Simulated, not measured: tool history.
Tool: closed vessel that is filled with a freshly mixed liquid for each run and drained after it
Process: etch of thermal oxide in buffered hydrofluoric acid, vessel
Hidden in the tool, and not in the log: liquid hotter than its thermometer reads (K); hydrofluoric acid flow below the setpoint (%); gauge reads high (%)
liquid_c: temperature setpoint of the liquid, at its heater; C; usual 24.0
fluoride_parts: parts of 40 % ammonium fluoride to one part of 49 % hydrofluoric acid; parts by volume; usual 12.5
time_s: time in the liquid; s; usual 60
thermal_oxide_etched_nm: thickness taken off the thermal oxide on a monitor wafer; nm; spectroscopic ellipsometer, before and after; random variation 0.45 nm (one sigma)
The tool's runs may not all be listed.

run    hour  liquid_c  fluoride_parts  time_s  wafers since the last listed run  hours since the thermometer was replaced  hours since the hydrofluoric acid flow meter was replaced  hours since the gauge calibration  read-back film thickness of the thermal oxide reference wafer, read on the same gauge (nm)  thermal_oxide_etched_nm
  1     0.0      25.5            12.5      60                                 0                                    1740.4                                                     1193.8                              789.3                                                                                       30.00                    60.60
  2    97.4      25.5            12.5      60                             14442                                    1837.8                                                     1291.2                              886.7                                                                                       30.02                    60.95
  3   163.1      24.0            12.5      60                              9742                                    1903.5                                                     1356.9                              952.4                                                                                       30.01                    56.70
  4   202.5      25.0            12.5      80                              5842                                    1942.9                                                     1396.3                              991.8                                                                                       30.00                    78.43
  5   309.8      24.0            12.5      60                             15910                                    2050.2                                                     1503.6                             1099.1                                                                                       29.98                    56.93
  6   347.2      24.0            12.5      60                              5545                                    2087.6                                                     1541.0                             1136.5                                                                                       29.97                    56.81
  7   431.8      24.0            12.5      60                             12544                                    2172.2                                                     1625.6                             1221.1                                                                                       30.02                    55.96
  8   486.1      24.0            12.5      60                              8051                                    2226.5                                                     1679.9                             1275.4                                                                                       30.01                    56.09
  9   564.8      24.0            12.5      85                             11669                                    2305.2                                                     1758.6                             1354.1                                                                                       29.98                    79.01
      576.8  -- thermometer replaced
 10   613.2      24.0            12.5      85                              7028                                      36.4                                                     1807.0                             1402.5                                                                                       30.01                    70.81
 11   653.7      24.0            12.5      60                              6005                                      76.9                                                     1847.5                             1443.0                                                                                       30.00                    49.48
 12   729.1      24.0            12.5      60                             11180                                     152.3                                                     1922.9                             1518.4                                                                                       30.00                    48.97
      802.6  -- gauge calibrated
 13   824.9      24.0            12.5      60                             14205                                     248.1                                                     2018.7                               22.3                                                                                       30.02                    49.18
 14   872.6      24.0            12.5      30                              7073                                     295.8                                                     2066.4                               70.0                                                                                       29.98                    24.48
 15   970.2      28.0            14.5      80                             14472                                     393.4                                                     2164.0                              167.6                                                                                       30.02                    70.59
 16  1058.7      24.0            14.5      60                             13122                                     481.9                                                     2252.5                              256.1                                                                                       29.98                    42.41
 17  1134.9      24.0            12.5      60                             11299                                     558.1                                                     2328.7                              332.3                                                                                       30.02                    48.86
 18  1210.9      21.5             8.5      85                             11269                                     634.1                                                     2404.7                              408.3                                                                                       29.99                    88.43
 19  1267.4      26.0            15.0      35                              8377                                     690.6                                                     2461.2                              464.8                                                                                       30.02                    26.97
     1325.0  -- hydrofluoric acid flow meter replaced
 20  1328.9      28.5            12.5      60                              8971                                     752.1                                                        3.9                              526.3                                                                                       30.01                    71.73
 21  1387.4      19.0            16.5      60                              8674                                     810.6                                                       62.4                              584.8                                                                                       29.96                    32.85
 22  1434.6      28.0             9.0      45                              6998                                     857.8                                                      109.6                              632.0                                                                                       30.00                    69.81
 23  1492.9      24.0            10.5      60                              8644                                     916.1                                                      167.9                              690.3                                                                                       30.01                    67.49
 24  1560.4      24.0            12.5      60                             10009                                     983.6                                                      235.4                              757.8                                                                                       30.01                    56.46
 25  1643.1      24.0            12.5      60                             12262                                    1066.3                                                      318.1                              840.5                                                                                       30.00                    56.74
 26  1749.0      24.0            10.5      60                             15703                                    1172.2                                                      424.0                              946.4                                                                                       30.00                    67.03
 27  1800.5      24.0            17.5      60                              7636                                    1223.7                                                      475.5                              997.9                                                                                       29.99                    40.02

5 ways to go on from here, each from the tool as it stands after run 27. What would each give?
  A  1801.2      24.0            12.5      60                               103                                    1224.4                                                      476.2                              998.6                                                                                           ?                        ?
  B  1801.2      28.5             9.0      50                               103                                    1224.4                                                      476.2                              998.6                                                                                           ?                        ?
  C  1801.2      24.0            12.5      40                               103                                    1224.4                                                      476.2                              998.6                                                                                           ?                        ?
  D  1801.2      20.5            12.5      60                               103                                    1224.4                                                      476.2                              998.6                                                                                           ?                        ?
  E  1801.2      21.0            12.5      35                               103                                    1224.4                                                      476.2                              998.6                                                                                           ?                        ?

run  read-back film thickness of the thermal oxide reference wafer, read on the same gauge (nm)  thermal_oxide_etched_nm
  A                                                                                       29.99                    56.16
  B                                                                                       29.99                    80.00
  C                                                                                       29.99                    37.44
  D                                                                                       29.99                    46.37
  E                                                                                       29.99                    27.81
Without the tool's hidden state the same runs would have given:
run  thermal_oxide_etched_nm
  A                    54.08
  B                    76.22
  C                    36.05
  D                    44.58
  E                    26.74
